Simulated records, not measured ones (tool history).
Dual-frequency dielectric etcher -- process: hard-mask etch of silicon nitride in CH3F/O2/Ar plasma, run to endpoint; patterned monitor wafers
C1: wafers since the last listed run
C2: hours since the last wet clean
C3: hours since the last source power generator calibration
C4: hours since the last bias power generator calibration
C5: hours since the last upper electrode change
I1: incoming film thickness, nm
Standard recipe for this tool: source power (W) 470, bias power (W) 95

{"run": 1, "hour": 0.0, "source power (W)": 470, "bias power (W)": 95, "C1": 0, "C2": 268.2, "C3": 4231.5, "C4": 4268.8, "C5": 2401.3, "I1": 44.22, "endpoint time (s)": 50.7}
{"run": 2, "hour": 33.1, "source power (W)": 470, "bias power (W)": 104, "C1": 538, "C2": 301.3, "C3": 4264.6, "C4": 4301.9, "C5": 2434.4, "I1": 45.61, "endpoint time (s)": 51.9}
{"run": 3, "hour": 61.0, "source power (W)": 470, "bias power (W)": 104, "C1": 453, "C2": 329.2, "C3": 4292.5, "C4": 4329.8, "C5": 2462.3, "I1": 44.82, "endpoint time (s)": 49.8}
{"run": 4, "hour": 82.9, "source power (W)": 470, "bias power (W)": 95, "C1": 356, "C2": 351.1, "C3": 4314.4, "C4": 4351.7, "C5": 2484.2, "I1": 45.14, "endpoint time (s)": 51.5}
{"run": 5, "hour": 100.6, "source power (W)": 470, "bias power (W)": 95, "C1": 287, "C2": 368.8, "C3": 4332.1, "C4": 4369.4, "C5": 2501.9, "I1": 45.11, "endpoint time (s)": 51.4}
{"run": 6, "hour": 126.1, "source power (W)": 470, "bias power (W)": 95, "C1": 414, "C2": 394.3, "C3": 4357.6, "C4": 4394.9, "C5": 2527.4, "I1": 44.69, "endpoint time (s)": 51.6}
{"hour": 162.2, "done": "upper electrode replaced"}
{"hour": 182.8, "done": "wet clean of the chamber"}
{"run": 7, "hour": 183.3, "source power (W)": 470, "bias power (W)": 95, "C1": 205, "C2": 0.5, "C3": 4414.8, "C4": 4452.1, "C5": 21.1, "I1": 44.99, "endpoint time (s)": 53.6}
{"run": 8, "hour": 187.1, "source power (W)": 470, "bias power (W)": 95, "C1": 61, "C2": 4.3, "C3": 4418.6, "C4": 4455.9, "C5": 24.9, "I1": 45.15, "endpoint time (s)": 53.2}
{"run": 9, "hour": 201.2, "source power (W)": 470, "bias power (W)": 95, "C1": 229, "C2": 18.4, "C3": 4432.7, "C4": 4470, "C5": 39, "I1": 44.97, "endpoint time (s)": 53.5}
{"run": 10, "hour": 226.9, "source power (W)": 470, "bias power (W)": 95, "C1": 417, "C2": 44.1, "C3": 4458.4, "C4": 4495.7, "C5": 64.7, "I1": 45.25, "endpoint time (s)": 54.2}
{"run": 11, "hour": 251.6, "source power (W)": 430, "bias power (W)": 84, "C1": 401, "C2": 68.8, "C3": 4483.1, "C4": 4520.4, "C5": 89.4, "I1": 45.21, "endpoint time (s)": 57.2}
{"hour": 256.5, "done": "bias power generator calibrated"}
{"run": 12, "hour": 272.8, "source power (W)": 540, "bias power (W)": 95, "C1": 279, "C2": 90, "C3": 4504.3, "C4": 16.3, "C5": 110.6, "I1": 44.89, "endpoint time (s)": 49.9}
{"hour": 287.8, "done": "source power generator calibrated"}
{"run": 13, "hour": 288.3, "source power (W)": 470, "bias power (W)": 81, "C1": 186, "C2": 105.5, "C3": 0.5, "C4": 31.8, "C5": 126.1, "I1": 44.61, "endpoint time (s)": 55.2}
{"run": 14, "hour": 313.5, "source power (W)": 400, "bias power (W)": 86, "C1": 409, "C2": 130.7, "C3": 25.7, "C4": 57, "C5": 151.3, "I1": 45.3, "endpoint time (s)": 57.7}
{"run": 15, "hour": 328.7, "source power (W)": 470, "bias power (W)": 95, "C1": 247, "C2": 145.9, "C3": 40.9, "C4": 72.2, "C5": 166.5, "I1": 45.31, "endpoint time (s)": 52.8}
{"run": 16, "hour": 346.0, "source power (W)": 400, "bias power (W)": 81, "C1": 281, "C2": 163.2, "C3": 58.2, "C4": 89.5, "C5": 183.8, "I1": 44.74, "endpoint time (s)": 57.9}
{"run": 17, "hour": 372.7, "source power (W)": 470, "bias power (W)": 95, "C1": 434, "C2": 189.9, "C3": 84.9, "C4": 116.2, "C5": 210.5, "I1": 45.25, "endpoint time (s)": 52.8}
{"run": 18, "hour": 393.7, "source power (W)": 410, "bias power (W)": 104, "C1": 341, "C2": 210.9, "C3": 105.9, "C4": 137.2, "C5": 231.5, "I1": 44.7, "endpoint time (s)": 52.3}
{"run": 19, "hour": 410.4, "source power (W)": 470, "bias power (W)": 95, "C1": 271, "C2": 227.6, "C3": 122.6, "C4": 153.9, "C5": 248.2, "I1": 44.83, "endpoint time (s)": 52}
{"run": 20, "hour": 432.9, "source power (W)": 410, "bias power (W)": 104, "C1": 365, "C2": 250.1, "C3": 145.1, "C4": 176.4, "C5": 270.7, "I1": 45.35, "endpoint time (s)": 53.1}

5 options for the next run, each taken on its own from the tool as it stands now. Forecast them:
{"run": "A", "hour": 433.3, "source power (W)": 470, "bias power (W)": 95, "C1": 6, "C2": 250.5, "C3": 145.5, "C4": 176.8, "C5": 271.1, "I1": 45.54, "endpoint time (s)": "?"}
{"run": "B", "hour": 433.3, "source power (W)": 470, "bias power (W)": 111, "C1": 6, "C2": 250.5, "C3": 145.5, "C4": 176.8, "C5": 271.1, "I1": 45.54, "endpoint time (s)": "?"}
{"run": "C", "hour": 433.3, "source power (W)": 440, "bias power (W)": 86, "C1": 6, "C2": 250.5, "C3": 145.5, "C4": 176.8, "C5": 271.1, "I1": 45.54, "endpoint time (s)": "?"}
{"run": "D", "hour": 433.3, "source power (W)": 390, "bias power (W)": 81, "C1": 6, "C2": 250.5, "C3": 145.5, "C4": 176.8, "C5": 271.1, "I1": 45.54, "endpoint time (s)": "?"}
{"run": "E", "hour": 433.3, "source power (W)": 470, "bias power (W)": 84, "C1": 6, "C2": 250.5, "C3": 145.5, "C4": 176.8, "C5": 271.1, "I1": 45.54, "endpoint time (s)": "?"}

run=A endpoint_time_(s)=52.8
run=B endpoint_time_(s)=50.2
run=C endpoint_time_(s)=55.7
run=D endpoint_time_(s)=59
run=E endpoint_time_(s)=54.9
Take away the tool's hidden state, keep each run's random variation, and the runs would have read:
run=A endpoint_time_(s)=54.8
run=B endpoint_time_(s)=52
run=C endpoint_time_(s)=57.8
run=D endpoint_time_(s)=61.2
run=E endpoint_time_(s)=57

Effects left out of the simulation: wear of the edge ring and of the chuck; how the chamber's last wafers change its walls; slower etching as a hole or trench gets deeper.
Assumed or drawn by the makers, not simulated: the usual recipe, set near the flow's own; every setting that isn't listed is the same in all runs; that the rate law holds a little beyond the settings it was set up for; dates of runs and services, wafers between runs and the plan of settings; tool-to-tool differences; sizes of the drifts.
